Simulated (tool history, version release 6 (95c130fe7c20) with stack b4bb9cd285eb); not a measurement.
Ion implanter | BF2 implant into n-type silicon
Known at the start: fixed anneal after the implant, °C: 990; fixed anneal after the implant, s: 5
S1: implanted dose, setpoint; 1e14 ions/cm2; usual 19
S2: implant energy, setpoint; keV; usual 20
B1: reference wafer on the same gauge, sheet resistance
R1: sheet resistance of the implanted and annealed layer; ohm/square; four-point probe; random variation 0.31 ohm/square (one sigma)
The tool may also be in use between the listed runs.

run,day,S1,S2,B1,R1
1,0,19,20,216.98,205.23
# day 0.258: gauge calibrated
2,0.304,16.53,20,217.06,208.57
3,0.633,16.53,20,217.03,208.68
4,1.204,20.42,20,216.99,203.27
5,1.942,19,23.5,217,186.29
6,2.567,19,23.5,216.99,186.2
7,3.125,17.72,20,216.97,206.71
8,3.429,17.72,20,217,206.73
9,3.833,17.72,20,217.04,207.13
10,4.362,23.12,25.5,217.07,172.81
# day 4.871: extraction supply calibrated
# day 5.221: Faraday cup replaced and dose calibrated
11,5.242,23.12,25.5,216.95,173.05
12,5.254,23.12,25.5,216.97,173.36
13,5.604,15.09,20,216.94,211.66
14,5.925,24.61,15.5,216.95,230.23
15,6.279,19,20,216.96,205.34
16,6.592,17.35,25,217,181.25
17,6.938,19,15.5,216.97,237.72
18,7.429,17.37,20,217.01,207.25
19,7.696,22.1,23.5,217.01,182.67
# day 7.933: gauge calibrated
20,8.317,24.65,13.5,217,248.6
21,8.842,19,23.5,216.98,186.33
22,10.079,22.35,20,217.07,201.56
23,10.592,15.68,20,217.03,210.03

4 ways to go on from here, each from the tool as it stands after run 23. What would each give?
A,10.608,19,20,?,?
B,10.608,22.88,17.5,?,?
C,10.608,20.59,13.5,?,?
D,10.608,19,25.5,?,?

run,B1,R1
A,217.06,205.19
B,217.06,216.76
C,217.06,253.98
D,217.06,177.19
Without the tool's hidden state the same runs would have given:
run,R1
A,205.19
B,216.76
C,253.98
D,177.19

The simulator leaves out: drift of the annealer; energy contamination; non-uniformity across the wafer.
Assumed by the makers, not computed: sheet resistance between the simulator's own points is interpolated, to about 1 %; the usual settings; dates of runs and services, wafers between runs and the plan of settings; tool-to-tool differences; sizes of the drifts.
